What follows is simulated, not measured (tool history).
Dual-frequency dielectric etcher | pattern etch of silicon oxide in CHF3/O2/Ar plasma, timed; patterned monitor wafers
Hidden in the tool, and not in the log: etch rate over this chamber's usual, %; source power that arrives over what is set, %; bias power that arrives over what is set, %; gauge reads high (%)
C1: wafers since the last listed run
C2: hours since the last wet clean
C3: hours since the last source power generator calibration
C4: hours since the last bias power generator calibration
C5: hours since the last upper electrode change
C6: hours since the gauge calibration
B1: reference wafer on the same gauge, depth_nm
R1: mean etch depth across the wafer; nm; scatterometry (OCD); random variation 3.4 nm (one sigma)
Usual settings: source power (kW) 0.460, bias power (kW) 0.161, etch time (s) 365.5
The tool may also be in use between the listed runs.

{"run": 1, "hour": 0.0, "source power (kW)": 0.46, "bias power (kW)": 0.161, "etch time (s)": 333.0, "C1": 0, "C2": 453.7, "C3": 730.7, "C4": 1129.1, "C5": 2975.5, "C6": 1362.1, "B1": 631.3, "R1": 663.7}
{"hour": 64.9, "done": "wet clean of the chamber"}
{"run": 2, "hour": 65.5, "source power (kW)": 0.46, "bias power (kW)": 0.161, "etch time (s)": 333.0, "C1": 138, "C2": 0.6, "C3": 796.2, "C4": 1194.6, "C5": 3041.0, "C6": 1427.6, "B1": 631.0, "R1": 636.2}
{"run": 3, "hour": 146.1, "source power (kW)": 0.46, "bias power (kW)": 0.161, "etch time (s)": 333.0, "C1": 269, "C2": 81.2, "C3": 876.8, "C4": 1275.2, "C5": 3121.6, "C6": 1508.2, "B1": 632.1, "R1": 634.2}
{"run": 4, "hour": 245.8, "source power (kW)": 0.46, "bias power (kW)": 0.161, "etch time (s)": 365.5, "C1": 333, "C2": 180.9, "C3": 976.5, "C4": 1374.9, "C5": 3221.3, "C6": 1607.9, "B1": 633.1, "R1": 711.8}
{"run": 5, "hour": 309.7, "source power (kW)": 0.46, "bias power (kW)": 0.161, "etch time (s)": 365.5, "C1": 213, "C2": 244.8, "C3": 1040.4, "C4": 1438.8, "C5": 3285.2, "C6": 1671.8, "B1": 632.8, "R1": 707.1}
{"hour": 576.8, "done": "wet clean of the chamber"}
{"run": 6, "hour": 578.8, "source power (kW)": 0.46, "bias power (kW)": 0.161, "etch time (s)": 365.5, "C1": 820, "C2": 2.0, "C3": 1309.5, "C4": 1707.9, "C5": 3554.3, "C6": 1940.9, "B1": 631.5, "R1": 697.6}
{"hour": 605.5, "done": "bias power generator calibrated"}
{"run": 7, "hour": 652.7, "source power (kW)": 0.46, "bias power (kW)": 0.161, "etch time (s)": 365.5, "C1": 233, "C2": 75.9, "C3": 1383.4, "C4": 47.2, "C5": 3628.2, "C6": 2014.8, "B1": 632.2, "R1": 722.9}
{"run": 8, "hour": 759.4, "source power (kW)": 0.46, "bias power (kW)": 0.161, "etch time (s)": 365.5, "C1": 357, "C2": 182.6, "C3": 1490.1, "C4": 153.9, "C5": 3734.9, "C6": 2121.5, "B1": 631.3, "R1": 733.3}
{"run": 9, "hour": 802.0, "source power (kW)": 0.46, "bias power (kW)": 0.185, "etch time (s)": 365.5, "C1": 142, "C2": 225.2, "C3": 1532.7, "C4": 196.5, "C5": 3777.5, "C6": 2164.1, "B1": 632.0, "R1": 775.8}
{"run": 10, "hour": 848.0, "source power (kW)": 0.46, "bias power (kW)": 0.185, "etch time (s)": 365.5, "C1": 153, "C2": 271.2, "C3": 1578.7, "C4": 242.5, "C5": 3823.5, "C6": 2210.1, "B1": 632.2, "R1": 780.6}
{"hour": 1089.2, "done": "source power generator calibrated"}
{"run": 11, "hour": 1108.4, "source power (kW)": 0.46, "bias power (kW)": 0.185, "etch time (s)": 365.5, "C1": 858, "C2": 531.6, "C3": 19.2, "C4": 502.9, "C5": 4083.9, "C6": 2470.5, "B1": 631.3, "R1": 790.0}
{"hour": 1164.9, "done": "wet clean of the chamber"}
{"run": 12, "hour": 1165.4, "source power (kW)": 0.46, "bias power (kW)": 0.161, "etch time (s)": 365.5, "C1": 110, "C2": 0.5, "C3": 76.2, "C4": 559.9, "C5": 4140.9, "C6": 2527.5, "B1": 631.7, "R1": 693.9}
{"hour": 1201.9, "done": "gauge calibrated"}
{"hour": 1261.6, "done": "upper electrode replaced"}
{"run": 13, "hour": 1262.1, "source power (kW)": 0.53, "bias power (kW)": 0.148, "etch time (s)": 299.5, "C1": 243, "C2": 97.2, "C3": 172.9, "C4": 656.6, "C5": 0.5, "C6": 60.2, "B1": 631.9, "R1": 586.6}
{"run": 14, "hour": 1358.6, "source power (kW)": 0.55, "bias power (kW)": 0.161, "etch time (s)": 407.0, "C1": 323, "C2": 193.7, "C3": 269.4, "C4": 753.1, "C5": 97.0, "C6": 156.7, "B1": 631.5, "R1": 845.1}
{"run": 15, "hour": 1461.8, "source power (kW)": 0.46, "bias power (kW)": 0.124, "etch time (s)": 430.5, "C1": 345, "C2": 296.9, "C3": 372.6, "C4": 856.3, "C5": 200.2, "C6": 259.9, "B1": 631.7, "R1": 736.5}
{"run": 16, "hour": 1525.3, "source power (kW)": 0.46, "bias power (kW)": 0.129, "etch time (s)": 456.0, "C1": 212, "C2": 360.4, "C3": 436.1, "C4": 919.8, "C5": 263.7, "C6": 323.4, "B1": 632.9, "R1": 798.9}
{"run": 17, "hour": 1621.4, "source power (kW)": 0.4, "bias power (kW)": 0.176, "etch time (s)": 414.0, "C1": 321, "C2": 456.5, "C3": 532.2, "C4": 1015.9, "C5": 359.8, "C6": 419.5, "B1": 630.8, "R1": 798.2}

Forecast run 18:
{"run": 18, "hour": 1667.5, "source power (kW)": 0.55, "bias power (kW)": 0.161, "etch time (s)": 407.0, "C1": 154, "C2": 502.6, "C3": 578.3, "C4": 1062.0, "C5": 405.9, "C6": 465.6, "B1": "?", "R1": "?"}

B1: 632.4
R1: 866.0 nm
Without the tool's hidden state the same run would have given R1 856.1 nm.
